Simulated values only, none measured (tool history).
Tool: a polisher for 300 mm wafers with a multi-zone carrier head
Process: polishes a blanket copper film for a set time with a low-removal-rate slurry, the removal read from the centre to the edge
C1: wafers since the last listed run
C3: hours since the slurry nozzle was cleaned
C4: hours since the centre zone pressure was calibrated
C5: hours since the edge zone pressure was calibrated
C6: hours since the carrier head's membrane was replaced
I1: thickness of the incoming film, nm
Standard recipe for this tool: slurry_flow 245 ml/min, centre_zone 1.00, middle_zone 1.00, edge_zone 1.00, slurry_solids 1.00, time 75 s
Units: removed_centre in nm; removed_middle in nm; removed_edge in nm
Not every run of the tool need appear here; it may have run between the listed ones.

{"run": 1, "hour": 0.0, "slurry_flow": 245, "centre_zone": 1.0, "middle_zone": 0.97, "edge_zone": 1.04, "slurry_solids": 1.1, "time": 56, "C1": 0, "wafers polished on this pad": 594, "C3": 442.6, "C4": 66.0, "C5": 924.2, "C6": 487.6, "I1": 1255.8, "removed_centre": 198.9, "removed_middle": 202.9, "removed_edge": 207.5}
{"run": 2, "hour": 66.2, "slurry_flow": 245, "centre_zone": 1.0, "middle_zone": 1.0, "edge_zone": 1.0, "slurry_solids": 1.0, "time": 75, "C1": 541, "wafers polished on this pad": 1136, "C3": 508.8, "C4": 132.2, "C5": 990.4, "C6": 553.8, "I1": 1254.4, "removed_centre": 254.9, "removed_middle": 265.3, "removed_edge": 277.5}
{"hour": 85.7, "done": "slurry nozzle cleaned"}
{"run": 3, "hour": 102.0, "slurry_flow": 245, "centre_zone": 1.0, "middle_zone": 1.0, "edge_zone": 1.0, "slurry_solids": 1.0, "time": 75, "C1": 284, "wafers polished on this pad": 1421, "C3": 16.3, "C4": 168.0, "C5": 1026.2, "C6": 589.6, "I1": 1250.4, "removed_centre": 281.2, "removed_middle": 285.5, "removed_edge": 288.6}
{"run": 4, "hour": 170.5, "slurry_flow": 195, "centre_zone": 1.11, "middle_zone": 1.0, "edge_zone": 1.0, "slurry_solids": 1.0, "time": 75, "C1": 560, "wafers polished on this pad": 1981, "C3": 84.8, "C4": 236.5, "C5": 1094.7, "C6": 658.1, "I1": 1246.5, "removed_centre": 297.3, "removed_middle": 271.9, "removed_edge": 276.8}
{"run": 5, "hour": 207.3, "slurry_flow": 330, "centre_zone": 1.0, "middle_zone": 1.04, "edge_zone": 1.0, "slurry_solids": 1.0, "time": 75, "C1": 301, "wafers polished on this pad": 2282, "C3": 121.6, "C4": 273.3, "C5": 1131.5, "C6": 694.9, "I1": 1258.5, "removed_centre": 284.5, "removed_middle": 301.4, "removed_edge": 290.0}
{"run": 6, "hour": 254.7, "slurry_flow": 245, "centre_zone": 1.0, "middle_zone": 0.94, "edge_zone": 1.06, "slurry_solids": 0.9, "time": 75, "C1": 387, "wafers polished on this pad": 2670, "C3": 169.0, "C4": 320.7, "C5": 1178.9, "C6": 742.3, "I1": 1250.1, "removed_centre": 261.4, "removed_middle": 260.4, "removed_edge": 278.8}
{"run": 7, "hour": 308.0, "slurry_flow": 245, "centre_zone": 1.0, "middle_zone": 1.0, "edge_zone": 1.0, "slurry_solids": 0.7, "time": 75, "C1": 436, "wafers polished on this pad": 3106, "C3": 222.3, "C4": 374.0, "C5": 1232.2, "C6": 795.6, "I1": 1258.3, "removed_centre": 239.1, "removed_middle": 248.9, "removed_edge": 244.1}
{"run": 8, "hour": 367.9, "slurry_flow": 245, "centre_zone": 1.04, "middle_zone": 1.0, "edge_zone": 1.06, "slurry_solids": 1.0, "time": 75, "C1": 490, "wafers polished on this pad": 3596, "C3": 282.2, "C4": 433.9, "C5": 1292.1, "C6": 855.5, "I1": 1280.7, "removed_centre": 276.0, "removed_middle": 272.5, "removed_edge": 284.5}
{"hour": 383.4, "done": "worn pad replaced by a new one"}
{"hour": 430.2, "done": "centre zone pressure recalibrated"}
{"run": 9, "hour": 437.6, "slurry_flow": 245, "centre_zone": 1.1, "middle_zone": 1.09, "edge_zone": 0.96, "slurry_solids": 1.0, "time": 100, "C1": 521, "wafers polished on this pad": 426, "C3": 351.9, "C4": 7.4, "C5": 1361.8, "C6": 925.2, "I1": 1256.4, "removed_centre": 380.6, "removed_middle": 389.7, "removed_edge": 355.0}
{"run": 10, "hour": 503.7, "slurry_flow": 320, "centre_zone": 1.0, "middle_zone": 1.0, "edge_zone": 1.0, "slurry_solids": 1.0, "time": 75, "C1": 540, "wafers polished on this pad": 967, "C3": 418.0, "C4": 73.5, "C5": 1427.9, "C6": 991.3, "I1": 1274.0, "removed_centre": 271.3, "removed_middle": 280.0, "removed_edge": 280.5}
{"run": 11, "hour": 530.4, "slurry_flow": 245, "centre_zone": 1.0, "middle_zone": 1.0, "edge_zone": 1.0, "slurry_solids": 0.85, "time": 75, "C1": 218, "wafers polished on this pad": 1186, "C3": 444.7, "C4": 100.2, "C5": 1454.6, "C6": 1018.0, "I1": 1259.5, "removed_centre": 240.7, "removed_middle": 251.2, "removed_edge": 255.9}
{"hour": 542.6, "done": "slurry nozzle cleaned"}
{"run": 12, "hour": 581.5, "slurry_flow": 215, "centre_zone": 0.9, "middle_zone": 1.05, "edge_zone": 1.11, "slurry_solids": 1.0, "time": 75, "C1": 409, "wafers polished on this pad": 1595, "C3": 38.9, "C4": 151.3, "C5": 1505.7, "C6": 1069.1, "I1": 1290.7, "removed_centre": 245.5, "removed_middle": 293.4, "removed_edge": 296.4}
{"hour": 589.2, "done": "edge zone pressure recalibrated"}
{"run": 13, "hour": 650.2, "slurry_flow": 310, "centre_zone": 1.0, "middle_zone": 1.0, "edge_zone": 1.0, "slurry_solids": 0.9, "time": 75, "C1": 545, "wafers polished on this pad": 2141, "C3": 107.6, "C4": 220.0, "C5": 61.0, "C6": 1137.8, "I1": 1260.6, "removed_centre": 273.1, "removed_middle": 279.8, "removed_edge": 282.5}
{"hour": 676.6, "done": "carrier head's membrane replaced by a new one"}
{"run": 14, "hour": 783.5, "slurry_flow": 245, "centre_zone": 1.11, "middle_zone": 1.0, "edge_zone": 1.0, "slurry_solids": 0.85, "time": 75, "C1": 1049, "wafers polished on this pad": 3191, "C3": 240.9, "C4": 353.3, "C5": 194.3, "C6": 106.9, "I1": 1270.0, "removed_centre": 285.9, "removed_middle": 264.0, "removed_edge": 262.3}
{"run": 15, "hour": 844.1, "slurry_flow": 245, "centre_zone": 0.92, "middle_zone": 0.89, "edge_zone": 1.0, "slurry_solids": 1.0, "time": 75, "C1": 495, "wafers polished on this pad": 3687, "C3": 301.5, "C4": 413.9, "C5": 254.9, "C6": 167.5, "I1": 1275.1, "removed_centre": 247.7, "removed_middle": 252.8, "removed_edge": 271.2}
{"run": 16, "hour": 902.4, "slurry_flow": 245, "centre_zone": 1.0, "middle_zone": 1.0, "edge_zone": 1.0, "slurry_solids": 1.0, "time": 75, "C1": 477, "wafers polished on this pad": 4164, "C3": 359.8, "C4": 472.2, "C5": 313.2, "C6": 225.8, "I1": 1263.9, "removed_centre": 269.2, "removed_middle": 272.2, "removed_edge": 278.0}

Forecast run 17:
{"hour": 910.6, "done": "centre zone pressure recalibrated"}
{"hour": 926.7, "done": "worn pad replaced by a new one"}
{"run": 17, "hour": 955.6, "slurry_flow": 275, "centre_zone": 1.07, "middle_zone": 1.0, "edge_zone": 1.0, "slurry_solids": 1.0, "time": 66, "C1": 386, "wafers polished on this pad": 236, "C3": 413.0, "C4": 45.0, "C5": 366.4, "C6": 279.0, "I1": 1278.5, "removed_centre": "?", "removed_middle": "?", "removed_edge": "?"}

{"run 17": {"removed_centre": 249.3, "removed_middle": 243.1, "removed_edge": 244.1}}
The same run, on a tool lacking any hidden state, would have yielded removed_centre 264.8 nm, removed_middle 256.5 nm, removed_edge 254.1 nm.
